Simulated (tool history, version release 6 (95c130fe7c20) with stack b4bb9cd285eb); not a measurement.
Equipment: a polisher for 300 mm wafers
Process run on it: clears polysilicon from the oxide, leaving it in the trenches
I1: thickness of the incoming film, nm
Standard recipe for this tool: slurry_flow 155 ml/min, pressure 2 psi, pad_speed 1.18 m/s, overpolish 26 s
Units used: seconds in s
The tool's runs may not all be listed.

{"run": 1, "hour": 0.0, "slurry_flow": 155, "pressure": 2, "pad_speed": 1.06, "overpolish": 26, "I1": 578.9, "seconds": 59.5}
{"run": 2, "hour": 38.3, "slurry_flow": 155, "pressure": 2.4, "pad_speed": 1.18, "overpolish": 26, "I1": 565.1, "seconds": 45.3}
{"run": 3, "hour": 133.8, "slurry_flow": 155, "pressure": 2.4, "pad_speed": 1.18, "overpolish": 26, "I1": 573.9, "seconds": 44.9}
{"run": 4, "hour": 240.7, "slurry_flow": 155, "pressure": 2, "pad_speed": 1.18, "overpolish": 26, "I1": 566, "seconds": 52.3}
{"run": 5, "hour": 334.3, "slurry_flow": 155, "pressure": 2, "pad_speed": 1.18, "overpolish": 26, "I1": 580.9, "seconds": 53.9}
{"run": 6, "hour": 370.8, "slurry_flow": 155, "pressure": 2, "pad_speed": 1.18, "overpolish": 26, "I1": 561.2, "seconds": 51.9}
{"hour": 400.4, "done": "worn pad replaced by a new one, of another model than before"}
{"hour": 416.3, "done": "slurry nozzle cleaned"}
{"run": 7, "hour": 434.0, "slurry_flow": 155, "pressure": 2, "pad_speed": 1.18, "overpolish": 26, "I1": 569.8, "seconds": 51}
{"hour": 459.2, "done": "head pressure recalibrated"}
{"run": 8, "hour": 541.5, "slurry_flow": 155, "pressure": 2, "pad_speed": 1.18, "overpolish": 26, "I1": 568.3, "seconds": 52.3}
{"run": 9, "hour": 605.6, "slurry_flow": 155, "pressure": 2, "pad_speed": 1.18, "overpolish": 26, "I1": 569.8, "seconds": 53}
{"run": 10, "hour": 662.9, "slurry_flow": 155, "pressure": 2, "pad_speed": 1.18, "overpolish": 26, "I1": 569.6, "seconds": 52.9}
{"run": 11, "hour": 699.3, "slurry_flow": 155, "pressure": 2, "pad_speed": 1.18, "overpolish": 26, "I1": 571.5, "seconds": 52.6}
{"run": 12, "hour": 865.3, "slurry_flow": 155, "pressure": 2, "pad_speed": 1.18, "overpolish": 26, "I1": 561.6, "seconds": 52.5}
{"run": 13, "hour": 915.2, "slurry_flow": 155, "pressure": 2, "pad_speed": 1.18, "overpolish": 26, "I1": 568.7, "seconds": 52.8}
{"run": 14, "hour": 1017.0, "slurry_flow": 155, "pressure": 2, "pad_speed": 1.46, "overpolish": 26, "I1": 580.7, "seconds": 48.3}
{"hour": 1081.7, "done": "slurry nozzle cleaned"}
{"hour": 1093.9, "done": "worn pad replaced by a new one"}
{"run": 15, "hour": 1094.4, "slurry_flow": 125, "pressure": 2.2, "pad_speed": 1.18, "overpolish": 26, "I1": 572.9, "seconds": 48.2}
{"run": 16, "hour": 1130.7, "slurry_flow": 210, "pressure": 2, "pad_speed": 1.18, "overpolish": 15, "I1": 577.8, "seconds": 50.1}
{"run": 17, "hour": 1176.7, "slurry_flow": 155, "pressure": 2, "pad_speed": 1.18, "overpolish": 26, "I1": 567.8, "seconds": 51.4}
{"run": 18, "hour": 1449.0, "slurry_flow": 155, "pressure": 1.7, "pad_speed": 1.36, "overpolish": 26, "I1": 569.7, "seconds": 53.5}
{"run": 19, "hour": 1555.7, "slurry_flow": 155, "pressure": 2, "pad_speed": 1.36, "overpolish": 26, "I1": 562.8, "seconds": 48.4}
{"hour": 1588.3, "done": "head pressure recalibrated"}
{"hour": 1619.6, "done": "slurry nozzle cleaned"}
{"run": 20, "hour": 1636.3, "slurry_flow": 210, "pressure": 2, "pad_speed": 1.18, "overpolish": 15, "I1": 580.8, "seconds": 51.8}
{"run": 21, "hour": 1701.8, "slurry_flow": 155, "pressure": 2.6, "pad_speed": 1.42, "overpolish": 26, "I1": 572.7, "seconds": 41.2}
{"hour": 1713.2, "done": "worn pad replaced by a new one"}
{"run": 22, "hour": 1783.1, "slurry_flow": 155, "pressure": 2, "pad_speed": 1.38, "overpolish": 19, "I1": 572.3, "seconds": 47.3}
{"run": 23, "hour": 1871.3, "slurry_flow": 155, "pressure": 2, "pad_speed": 1.18, "overpolish": 26, "I1": 573.2, "seconds": 51.4}
{"run": 24, "hour": 1935.3, "slurry_flow": 155, "pressure": 2, "pad_speed": 1.18, "overpolish": 31, "I1": 570.2, "seconds": 52.7}
{"run": 25, "hour": 2037.8, "slurry_flow": 200, "pressure": 2.4, "pad_speed": 0.94, "overpolish": 14, "I1": 566.2, "seconds": 52.5}
{"run": 26, "hour": 2087.3, "slurry_flow": 155, "pressure": 1.8, "pad_speed": 1.18, "overpolish": 20, "I1": 568.4, "seconds": 56.2}
{"run": 27, "hour": 2139.9, "slurry_flow": 155, "pressure": 2, "pad_speed": 1.18, "overpolish": 26, "I1": 566.4, "seconds": 52.8}
{"hour": 2202.6, "done": "slurry nozzle cleaned"}
{"run": 28, "hour": 2236.2, "slurry_flow": 180, "pressure": 1.5, "pad_speed": 0.96, "overpolish": 42, "I1": 564.8, "seconds": 67.8}
{"run": 29, "hour": 2294.9, "slurry_flow": 155, "pressure": 2, "pad_speed": 1.44, "overpolish": 26, "I1": 570.4, "seconds": 47.5}
{"run": 30, "hour": 2366.2, "slurry_flow": 155, "pressure": 2, "pad_speed": 1.02, "overpolish": 26, "I1": 573.2, "seconds": 57.7}
{"run": 31, "hour": 2405.0, "slurry_flow": 135, "pressure": 2, "pad_speed": 1.04, "overpolish": 19, "I1": 570.9, "seconds": 57.9}
{"hour": 2410.2, "done": "worn pad replaced by a new one"}
{"run": 32, "hour": 2495.2, "slurry_flow": 180, "pressure": 2, "pad_speed": 1, "overpolish": 26, "I1": 563.7, "seconds": 54.9}
{"run": 33, "hour": 2558.2, "slurry_flow": 155, "pressure": 2, "pad_speed": 1.18, "overpolish": 20, "I1": 573.3, "seconds": 52.3}
{"run": 34, "hour": 2632.3, "slurry_flow": 155, "pressure": 2, "pad_speed": 1.18, "overpolish": 18, "I1": 569.1, "seconds": 52.5}

Consider 4 possible next runs. They are alternatives, not a sequence: every one starts from the tool as it was left by run 34. What does each give?
{"run": "A", "hour": 2632.7, "slurry_flow": 155, "pressure": 1.8, "pad_speed": 1.18, "overpolish": 26, "I1": 570.6, "seconds": "?"}
{"run": "B", "hour": 2632.7, "slurry_flow": 200, "pressure": 2, "pad_speed": 1.18, "overpolish": 42, "I1": 570.6, "seconds": "?"}
{"run": "C", "hour": 2632.7, "slurry_flow": 175, "pressure": 2, "pad_speed": 1.18, "overpolish": 26, "I1": 570.6, "seconds": "?"}
{"run": "D", "hour": 2632.7, "slurry_flow": 140, "pressure": 1.8, "pad_speed": 0.9, "overpolish": 12, "I1": 570.6, "seconds": "?"}

run=A seconds=56.9
run=B seconds=52.3
run=C seconds=52.9
run=D seconds=66.6
Without the tool's unlogged condition, the same runs would have read:
run=A seconds=54.8
run=B seconds=50.4
run=C seconds=51
run=D seconds=64.2
